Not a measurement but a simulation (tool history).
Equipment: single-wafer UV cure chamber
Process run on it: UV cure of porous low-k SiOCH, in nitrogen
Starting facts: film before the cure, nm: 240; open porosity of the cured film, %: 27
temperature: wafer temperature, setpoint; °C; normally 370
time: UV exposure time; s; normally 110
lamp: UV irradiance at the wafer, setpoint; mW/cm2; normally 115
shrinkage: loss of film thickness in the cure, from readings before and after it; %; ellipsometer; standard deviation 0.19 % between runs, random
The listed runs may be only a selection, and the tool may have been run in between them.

run 1 hour=0.0 | temperature=370 time=110 lamp=115 | shrinkage=10.653
run 2 hour=53.7 | temperature=370 time=110 lamp=115 | shrinkage=11.238
run 3 hour=100.7 | temperature=370 time=110 lamp=115 | shrinkage=10.655
run 4 hour=163.8 | temperature=370 time=110 lamp=115 | shrinkage=10.786
run 5 hour=230.0 | temperature=370 time=110 lamp=115 | shrinkage=10.775
run 6 hour=273.1 | temperature=370 time=110 lamp=115 | shrinkage=10.549
run 7 hour=298.2 | temperature=357 time=110 lamp=115 | shrinkage=10.251
-- hour=358.9 quartz window cleaned
run 8 hour=382.0 | temperature=357 time=110 lamp=115 | shrinkage=10.345
run 9 hour=423.6 | temperature=357 time=110 lamp=115 | shrinkage=10.372
run 10 hour=473.7 | temperature=361 time=110 lamp=115 | shrinkage=10.063
run 11 hour=536.2 | temperature=370 time=65 lamp=115 | shrinkage=7.858
run 12 hour=593.2 | temperature=370 time=65 lamp=115 | shrinkage=7.889
run 13 hour=634.6 | temperature=370 time=65 lamp=115 | shrinkage=7.610
run 14 hour=660.0 | temperature=370 time=110 lamp=115 | shrinkage=10.441
run 15 hour=725.2 | temperature=370 time=110 lamp=115 | shrinkage=10.369
run 16 hour=772.2 | temperature=370 time=110 lamp=115 | shrinkage=10.544
run 17 hour=820.9 | temperature=370 time=110 lamp=134 | shrinkage=10.933
-- hour=848.0 quartz window cleaned
run 18 hour=870.0 | temperature=370 time=110 lamp=115 | shrinkage=10.716
run 19 hour=901.1 | temperature=376 time=110 lamp=104 | shrinkage=9.958
run 20 hour=962.1 | temperature=376 time=110 lamp=104 | shrinkage=9.548
run 21 hour=992.1 | temperature=360 time=110 lamp=115 | shrinkage=10.160
run 22 hour=1027.8 | temperature=360 time=110 lamp=115 | shrinkage=10.240
run 23 hour=1068.9 | temperature=360 time=110 lamp=115 | shrinkage=10.158
run 24 hour=1113.1 | temperature=370 time=110 lamp=115 | shrinkage=10.472
run 25 hour=1155.8 | temperature=365 time=170 lamp=86 | shrinkage=10.784
run 26 hour=1187.7 | temperature=355 time=70 lamp=90 | shrinkage=6.700
run 27 hour=1238.6 | temperature=353 time=150 lamp=77 | shrinkage=9.299
-- hour=1271.0 quartz window cleaned
-- hour=1301.6 UV bulbs replaced
run 28 hour=1302.1 | temperature=370 time=45 lamp=115 | shrinkage=7.144
run 29 hour=1352.4 | temperature=376 time=55 lamp=128 | shrinkage=8.643
run 30 hour=1385.8 | temperature=361 time=110 lamp=127 | shrinkage=11.500
run 31 hour=1446.5 | temperature=370 time=110 lamp=115 | shrinkage=11.368
run 32 hour=1481.1 | temperature=370 time=110 lamp=115 | shrinkage=11.157
run 33 hour=1525.6 | temperature=376 time=75 lamp=103 | shrinkage=8.958
run 34 hour=1595.8 | temperature=385 time=55 lamp=139 | shrinkage=8.827
run 35 hour=1635.6 | temperature=370 time=110 lamp=115 | shrinkage=11.052
run 36 hour=1663.6 | temperature=370 time=110 lamp=115 | shrinkage=11.119
run 37 hour=1696.3 | temperature=370 time=145 lamp=79 | shrinkage=10.712
run 38 hour=1745.3 | temperature=370 time=50 lamp=88 | shrinkage=5.715
-- hour=1758.2 quartz window cleaned
run 39 hour=1813.9 | temperature=370 time=110 lamp=148 | shrinkage=12.092
run 40 hour=1854.5 | temperature=370 time=110 lamp=148 | shrinkage=12.385
run 41 hour=1916.7 | temperature=380 time=165 lamp=144 | shrinkage=14.769
run 42 hour=1954.2 | temperature=388 time=110 lamp=115 | shrinkage=11.247
run 43 hour=1987.3 | temperature=370 time=110 lamp=127 | shrinkage=11.091
run 44 hour=2055.2 | temperature=360 time=50 lamp=115 | shrinkage=6.572
run 45 hour=2119.8 | temperature=370 time=110 lamp=115 | shrinkage=10.650
run 46 hour=2190.2 | temperature=359 time=150 lamp=115 | shrinkage=12.075
run 47 hour=2223.5 | temperature=389 time=60 lamp=132 | shrinkage=8.489
-- hour=2250.9 quartz window cleaned
run 48 hour=2272.8 | temperature=358 time=110 lamp=115 | shrinkage=10.152
run 49 hour=2339.5 | temperature=350 time=110 lamp=115 | shrinkage=9.844

For each run, what was the tool's unlogged condition?
transmission lost against a clean window, %: 0 on each run
H1: lamp output below its setpoint, %
run=1 H1=15.1
run=2 H1=15.9
run=3 H1=16.6
run=4 H1=17.3
run=5 H1=18.1
run=6 H1=18.5
run=7 H1=18.8
run=8 H1=19.5
run=9 H1=19.8
run=10 H1=20.2
run=11 H1=20.6
run=12 H1=21
run=13 H1=21.2
run=14 H1=21.4
run=15 H1=21.7
run=16 H1=21.9
run=17 H1=22.1
run=18 H1=22.3
run=19 H1=22.5
run=20 H1=22.7
run=21 H1=22.8
run=22 H1=22.9
run=23 H1=23
run=24 H1=23.1
run=25 H1=23.2
run=26 H1=23.3
run=27 H1=23.4
run=28 H1=1.25
run=29 H1=3.09
run=30 H1=4.24
run=31 H1=6.17
run=32 H1=7.19
run=33 H1=8.42
run=34 H1=10.2
run=35 H1=11.1
run=36 H1=11.7
run=37 H1=12.4
run=38 H1=13.4
run=39 H1=14.6
run=40 H1=15.3
run=41 H1=16.2
run=42 H1=16.8
run=43 H1=17.2
run=44 H1=18
run=45 H1=18.7
run=46 H1=19.4
run=47 H1=19.8
run=48 H1=20.2
run=49 H1=20.7

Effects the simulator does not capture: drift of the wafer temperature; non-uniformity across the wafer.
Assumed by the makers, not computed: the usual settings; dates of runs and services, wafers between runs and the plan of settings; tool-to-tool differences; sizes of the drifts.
